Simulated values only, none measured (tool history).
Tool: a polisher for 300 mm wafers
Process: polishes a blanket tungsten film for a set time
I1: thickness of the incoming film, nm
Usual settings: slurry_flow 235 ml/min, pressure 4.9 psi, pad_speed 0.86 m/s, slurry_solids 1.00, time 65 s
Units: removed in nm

{"run": 1, "hour": 0.0, "slurry_flow": 235, "pressure": 4.9, "pad_speed": 0.86, "slurry_solids": 1.0, "time": 65, "I1": 1206.1, "removed": 229.3}
{"run": 2, "hour": 35.5, "slurry_flow": 235, "pressure": 4.9, "pad_speed": 0.86, "slurry_solids": 1.0, "time": 65, "I1": 1193.6, "removed": 233.8}
{"hour": 42.1, "done": "slurry tank refilled with fresh slurry and peroxide, repeated, since the last time left the tool worse"}
{"hour": 68.1, "done": "worn pad replaced by a new one"}
{"hour": 81.8, "done": "head pressure recalibrated"}
{"run": 3, "hour": 86.5, "slurry_flow": 235, "pressure": 4.9, "pad_speed": 0.86, "slurry_solids": 1.0, "time": 65, "I1": 1208.9, "removed": 311.4}
{"run": 4, "hour": 114.1, "slurry_flow": 185, "pressure": 5.6, "pad_speed": 0.86, "slurry_solids": 0.7, "time": 65, "I1": 1205.7, "removed": 305.1}
{"run": 5, "hour": 171.0, "slurry_flow": 205, "pressure": 4.9, "pad_speed": 0.86, "slurry_solids": 1.0, "time": 79, "I1": 1204.3, "removed": 361.9}
{"hour": 178.1, "done": "slurry blender recalibrated"}
{"hour": 207.8, "done": "slurry nozzle cleaned"}
{"run": 6, "hour": 208.3, "slurry_flow": 235, "pressure": 4.9, "pad_speed": 0.86, "slurry_solids": 1.0, "time": 65, "I1": 1195.0, "removed": 305.7}
{"run": 7, "hour": 256.9, "slurry_flow": 235, "pressure": 4.9, "pad_speed": 1.1, "slurry_solids": 1.0, "time": 77, "I1": 1194.4, "removed": 456.5}
{"run": 8, "hour": 327.5, "slurry_flow": 235, "pressure": 4.9, "pad_speed": 0.86, "slurry_solids": 1.0, "time": 65, "I1": 1184.0, "removed": 295.7}
{"run": 9, "hour": 381.8, "slurry_flow": 235, "pressure": 4.9, "pad_speed": 0.96, "slurry_solids": 1.0, "time": 65, "I1": 1208.0, "removed": 333.8}
{"run": 10, "hour": 454.7, "slurry_flow": 235, "pressure": 4.9, "pad_speed": 0.86, "slurry_solids": 1.0, "time": 65, "I1": 1211.8, "removed": 291.3}
{"run": 11, "hour": 518.2, "slurry_flow": 170, "pressure": 4.9, "pad_speed": 0.78, "slurry_solids": 0.8, "time": 65, "I1": 1202.5, "removed": 242.5}
{"hour": 528.1, "done": "worn pad replaced by a new one"}
{"hour": 537.7, "done": "slurry tank refilled with fresh slurry and peroxide"}
{"run": 12, "hour": 558.6, "slurry_flow": 285, "pressure": 4.9, "pad_speed": 0.86, "slurry_solids": 1.25, "time": 65, "I1": 1215.9, "removed": 343.9}
{"run": 13, "hour": 597.9, "slurry_flow": 235, "pressure": 4.9, "pad_speed": 0.66, "slurry_solids": 1.0, "time": 65, "I1": 1223.9, "removed": 241.2}
{"run": 14, "hour": 632.7, "slurry_flow": 235, "pressure": 4.9, "pad_speed": 0.86, "slurry_solids": 1.0, "time": 73, "I1": 1197.9, "removed": 343.0}
{"hour": 689.2, "done": "slurry blender recalibrated"}
{"run": 15, "hour": 689.7, "slurry_flow": 235, "pressure": 4.9, "pad_speed": 0.86, "slurry_solids": 1.0, "time": 65, "I1": 1213.5, "removed": 304.1}
{"run": 16, "hour": 730.7, "slurry_flow": 155, "pressure": 6.5, "pad_speed": 0.7, "slurry_solids": 1.0, "time": 47, "I1": 1212.3, "removed": 220.5}
{"run": 17, "hour": 779.2, "slurry_flow": 235, "pressure": 4.9, "pad_speed": 1.02, "slurry_solids": 1.0, "time": 46, "I1": 1214.9, "removed": 249.7}
{"run": 18, "hour": 815.8, "slurry_flow": 235, "pressure": 5.5, "pad_speed": 1.0, "slurry_solids": 1.0, "time": 47, "I1": 1200.7, "removed": 275.8}
{"run": 19, "hour": 854.9, "slurry_flow": 235, "pressure": 4.9, "pad_speed": 0.86, "slurry_solids": 1.0, "time": 65, "I1": 1191.9, "removed": 294.4}
{"run": 20, "hour": 906.8, "slurry_flow": 300, "pressure": 4.9, "pad_speed": 0.94, "slurry_solids": 0.75, "time": 65, "I1": 1186.8, "removed": 300.4}
{"run": 21, "hour": 957.4, "slurry_flow": 235, "pressure": 4.9, "pad_speed": 0.86, "slurry_solids": 1.0, "time": 65, "I1": 1187.2, "removed": 291.3}
{"hour": 1015.2, "done": "worn pad replaced by a new one"}
{"run": 22, "hour": 1021.8, "slurry_flow": 235, "pressure": 4.9, "pad_speed": 0.86, "slurry_solids": 1.0, "time": 48, "I1": 1191.3, "removed": 216.9}
{"hour": 1026.9, "done": "slurry nozzle cleaned"}
{"hour": 1028.0, "done": "slurry tank refilled with fresh slurry and peroxide"}
{"run": 23, "hour": 1061.4, "slurry_flow": 265, "pressure": 5.4, "pad_speed": 0.72, "slurry_solids": 1.0, "time": 50, "I1": 1177.3, "removed": 225.3}
{"run": 24, "hour": 1125.6, "slurry_flow": 235, "pressure": 4.9, "pad_speed": 0.86, "slurry_solids": 1.0, "time": 65, "I1": 1198.4, "removed": 309.7}
{"hour": 1138.4, "done": "slurry blender recalibrated"}
{"run": 25, "hour": 1154.7, "slurry_flow": 235, "pressure": 4.9, "pad_speed": 0.86, "slurry_solids": 1.25, "time": 57, "I1": 1204.8, "removed": 284.4}

Forecast each of these 5 alternatives for the next run:
{"run": "A", "hour": 1155.1, "slurry_flow": 235, "pressure": 4.9, "pad_speed": 0.86, "slurry_solids": 1.0, "time": 56, "I1": 1210.1, "removed": "?"}
{"run": "B", "hour": 1155.1, "slurry_flow": 235, "pressure": 4.9, "pad_speed": 0.86, "slurry_solids": 1.0, "time": 71, "I1": 1210.1, "removed": "?"}
{"run": "C", "hour": 1155.1, "slurry_flow": 235, "pressure": 4.9, "pad_speed": 0.86, "slurry_solids": 1.1, "time": 65, "I1": 1210.1, "removed": "?"}
{"run": "D", "hour": 1155.1, "slurry_flow": 275, "pressure": 4.9, "pad_speed": 0.86, "slurry_solids": 1.0, "time": 65, "I1": 1210.1, "removed": "?"}
{"run": "E", "hour": 1155.1, "slurry_flow": 280, "pressure": 6.1, "pad_speed": 0.86, "slurry_solids": 0.85, "time": 84, "I1": 1210.1, "removed": "?"}

run=A removed=261.1
run=B removed=331.0
run=C removed=312.0
run=D removed=307.6
run=E removed=465.8
Without the tool's hidden state the same runs would have given:
run=A removed=276.0
run=B removed=349.9
run=C removed=329.9
run=D removed=325.2
run=E removed=492.4
